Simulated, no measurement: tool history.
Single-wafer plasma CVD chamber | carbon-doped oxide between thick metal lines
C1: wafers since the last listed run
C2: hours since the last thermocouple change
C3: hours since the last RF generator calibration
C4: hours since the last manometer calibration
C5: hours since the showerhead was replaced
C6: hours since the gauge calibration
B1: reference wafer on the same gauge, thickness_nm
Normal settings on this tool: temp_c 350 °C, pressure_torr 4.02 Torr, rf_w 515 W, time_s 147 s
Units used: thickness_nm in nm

{"run": 1, "hour": 0.0, "temp_c": 350, "pressure_torr": 4.02, "rf_w": 515, "time_s": 147, "C1": 0, "C2": 2505.7, "C3": 910.1, "C4": 1270.1, "C5": 4356.7, "C6": 412.0, "B1": 763.14, "thickness_nm": 692.95}
{"run": 2, "hour": 11.6, "temp_c": 350, "pressure_torr": 4.02, "rf_w": 515, "time_s": 147, "C1": 71, "C2": 2517.3, "C3": 921.7, "C4": 1281.7, "C5": 4368.3, "C6": 423.6, "B1": 762.414, "thickness_nm": 688.724}
{"run": 3, "hour": 25.4, "temp_c": 350, "pressure_torr": 3.47, "rf_w": 515, "time_s": 147, "C1": 84, "C2": 2531.1, "C3": 935.5, "C4": 1295.5, "C5": 4382.1, "C6": 437.4, "B1": 762.851, "thickness_nm": 684.321}
{"hour": 32.4, "done": "gauge calibrated"}
{"run": 4, "hour": 37.7, "temp_c": 350, "pressure_torr": 3.47, "rf_w": 515, "time_s": 147, "C1": 75, "C2": 2543.4, "C3": 947.8, "C4": 1307.8, "C5": 4394.4, "C6": 5.3, "B1": 764.037, "thickness_nm": 684.57}
{"hour": 56.5, "done": "showerhead replaced"}
{"run": 5, "hour": 57.0, "temp_c": 350, "pressure_torr": 3.47, "rf_w": 515, "time_s": 147, "C1": 69, "C2": 2562.7, "C3": 967.1, "C4": 1327.1, "C5": 0.5, "C6": 24.6, "B1": 762.316, "thickness_nm": 683.58}
{"run": 6, "hour": 66.9, "temp_c": 350, "pressure_torr": 3.42, "rf_w": 560, "time_s": 147, "C1": 60, "C2": 2572.6, "C3": 977.0, "C4": 1337.0, "C5": 10.4, "C6": 34.5, "B1": 760.641, "thickness_nm": 718.564}
{"run": 7, "hour": 78.3, "temp_c": 350, "pressure_torr": 4.62, "rf_w": 430, "time_s": 126, "C1": 70, "C2": 2584.0, "C3": 988.4, "C4": 1348.4, "C5": 21.8, "C6": 45.9, "B1": 763.439, "thickness_nm": 519.126}
{"run": 8, "hour": 92.4, "temp_c": 340, "pressure_torr": 3.69, "rf_w": 515, "time_s": 136, "C1": 86, "C2": 2598.1, "C3": 1002.5, "C4": 1362.5, "C5": 35.9, "C6": 60.0, "B1": 762.79, "thickness_nm": 649.945}
{"run": 9, "hour": 100.2, "temp_c": 350, "pressure_torr": 4.02, "rf_w": 515, "time_s": 147, "C1": 47, "C2": 2605.9, "C3": 1010.3, "C4": 1370.3, "C5": 43.7, "C6": 67.8, "B1": 764.738, "thickness_nm": 689.837}
{"hour": 120.7, "done": "thermocouple changed; heater temperature recalibrated"}
{"run": 10, "hour": 121.2, "temp_c": 338, "pressure_torr": 4.02, "rf_w": 515, "time_s": 147, "C1": 79, "C2": 0.5, "C3": 1031.3, "C4": 1391.3, "C5": 64.7, "C6": 88.8, "B1": 763.898, "thickness_nm": 714.596}
{"run": 11, "hour": 128.9, "temp_c": 356, "pressure_torr": 4.02, "rf_w": 515, "time_s": 124, "C1": 47, "C2": 8.2, "C3": 1039.0, "C4": 1399.0, "C5": 72.4, "C6": 96.5, "B1": 761.967, "thickness_nm": 572.048}
{"run": 12, "hour": 146.7, "temp_c": 354, "pressure_torr": 4.02, "rf_w": 580, "time_s": 139, "C1": 109, "C2": 26.0, "C3": 1056.8, "C4": 1416.8, "C5": 90.2, "C6": 114.3, "B1": 764.354, "thickness_nm": 708.027}
{"hour": 164.7, "done": "capacitance manometer re-zeroed and calibrated"}
{"run": 13, "hour": 165.2, "temp_c": 337, "pressure_torr": 3.53, "rf_w": 425, "time_s": 147, "C1": 64, "C2": 44.5, "C3": 1075.3, "C4": 0.5, "C5": 108.7, "C6": 132.8, "B1": 762.638, "thickness_nm": 597.859}
{"run": 14, "hour": 195.7, "temp_c": 350, "pressure_torr": 4.02, "rf_w": 590, "time_s": 147, "C1": 187, "C2": 75.0, "C3": 1105.8, "C4": 31.0, "C5": 139.2, "C6": 163.3, "B1": 764.285, "thickness_nm": 758.559}
{"run": 15, "hour": 210.2, "temp_c": 343, "pressure_torr": 3.27, "rf_w": 600, "time_s": 156, "C1": 89, "C2": 89.5, "C3": 1120.3, "C4": 45.5, "C5": 153.7, "C6": 177.8, "B1": 761.957, "thickness_nm": 814.362}
{"run": 16, "hour": 243.5, "temp_c": 350, "pressure_torr": 4.02, "rf_w": 440, "time_s": 159, "C1": 204, "C2": 122.8, "C3": 1153.6, "C4": 78.8, "C5": 187.0, "C6": 211.1, "B1": 763.214, "thickness_nm": 644.137}
{"run": 17, "hour": 257.1, "temp_c": 350, "pressure_torr": 4.66, "rf_w": 515, "time_s": 176, "C1": 83, "C2": 136.4, "C3": 1167.2, "C4": 92.4, "C5": 200.6, "C6": 224.7, "B1": 764.442, "thickness_nm": 841.369}
{"hour": 270.6, "done": "RF generator calibrated"}
{"run": 18, "hour": 300.1, "temp_c": 350, "pressure_torr": 4.02, "rf_w": 540, "time_s": 147, "C1": 214, "C2": 179.4, "C3": 29.5, "C4": 135.4, "C5": 243.6, "C6": 267.7, "B1": 762.084, "thickness_nm": 750.192}
{"run": 19, "hour": 310.4, "temp_c": 350, "pressure_torr": 4.02, "rf_w": 515, "time_s": 147, "C1": 63, "C2": 189.7, "C3": 39.8, "C4": 145.7, "C5": 253.9, "C6": 278.0, "B1": 761.881, "thickness_nm": 723.864}
{"run": 20, "hour": 323.0, "temp_c": 350, "pressure_torr": 4.02, "rf_w": 515, "time_s": 147, "C1": 77, "C2": 202.3, "C3": 52.4, "C4": 158.3, "C5": 266.5, "C6": 290.6, "B1": 761.435, "thickness_nm": 719.274}
{"run": 21, "hour": 337.5, "temp_c": 350, "pressure_torr": 4.02, "rf_w": 515, "time_s": 147, "C1": 89, "C2": 216.8, "C3": 66.9, "C4": 172.8, "C5": 281.0, "C6": 305.1, "B1": 763.99, "thickness_nm": 727.598}
{"run": 22, "hour": 344.4, "temp_c": 350, "pressure_torr": 3.31, "rf_w": 550, "time_s": 167, "C1": 42, "C2": 223.7, "C3": 73.8, "C4": 179.7, "C5": 287.9, "C6": 312.0, "B1": 763.683, "thickness_nm": 840.554}
{"run": 23, "hour": 359.1, "temp_c": 350, "pressure_torr": 4.02, "rf_w": 515, "time_s": 147, "C1": 90, "C2": 238.4, "C3": 88.5, "C4": 194.4, "C5": 302.6, "C6": 326.7, "B1": 763.238, "thickness_nm": 715.806}
{"run": 24, "hour": 374.1, "temp_c": 350, "pressure_torr": 4.02, "rf_w": 515, "time_s": 164, "C1": 92, "C2": 253.4, "C3": 103.5, "C4": 209.4, "C5": 317.6, "C6": 341.7, "B1": 762.943, "thickness_nm": 806.735}
{"run": 25, "hour": 387.5, "temp_c": 350, "pressure_torr": 4.02, "rf_w": 515, "time_s": 147, "C1": 82, "C2": 266.8, "C3": 116.9, "C4": 222.8, "C5": 331.0, "C6": 355.1, "B1": 762.119, "thickness_nm": 721.939}
{"run": 26, "hour": 405.5, "temp_c": 344, "pressure_torr": 3.52, "rf_w": 595, "time_s": 147, "C1": 110, "C2": 284.8, "C3": 134.9, "C4": 240.8, "C5": 349.0, "C6": 373.1, "B1": 763.363, "thickness_nm": 798.98}
{"run": 27, "hour": 422.7, "temp_c": 350, "pressure_torr": 4.02, "rf_w": 515, "time_s": 147, "C1": 105, "C2": 302.0, "C3": 152.1, "C4": 258.0, "C5": 366.2, "C6": 390.3, "B1": 762.753, "thickness_nm": 721.174}
{"run": 28, "hour": 436.1, "temp_c": 355, "pressure_torr": 4.02, "rf_w": 515, "time_s": 170, "C1": 82, "C2": 315.4, "C3": 165.5, "C4": 271.4, "C5": 379.6, "C6": 403.7, "B1": 761.895, "thickness_nm": 820.174}
{"run": 29, "hour": 451.5, "temp_c": 365, "pressure_torr": 4.02, "rf_w": 615, "time_s": 147, "C1": 94, "C2": 330.8, "C3": 180.9, "C4": 286.8, "C5": 395.0, "C6": 419.1, "B1": 763.83, "thickness_nm": 786.859}

Below, some changes in thickness_nm between adjacent runs. For each, the amount present without the hidden state too (settings, incoming material, random variation) and the amount remaining for the hidden state with gauge scatter not shared by both compared results:
Unlogged tool condition in this case: wafer temperature above the value expected at the setpoint (K); delivered RF power above the setpoint (%); true pressure above the setpoint (%); gauge reads high (%).
Run 6 -> 7: pressure_torr 3.42 -> 4.62, rf_w 560 -> 430, time_s 147 -> 126. thickness_nm -199.438 nm: hidden state +3.979, all else -203.417.
Run 10 -> 11: temp_c 338 -> 356, time_s 147 -> 124. thickness_nm -142.548 nm: hidden state +7.311, all else -149.859.
Run 16 -> 17: pressure_torr 4.02 -> 4.66, rf_w 440 -> 515, time_s 159 -> 176. thickness_nm +197.232 nm: hidden state -5.603, all else +202.835.
Run 17 -> 18: pressure_torr 4.66 -> 4.02, rf_w 515 -> 540, time_s 176 -> 147, RF generator calibrated. thickness_nm -91.177 nm: hidden state +47.629, all else -138.806.
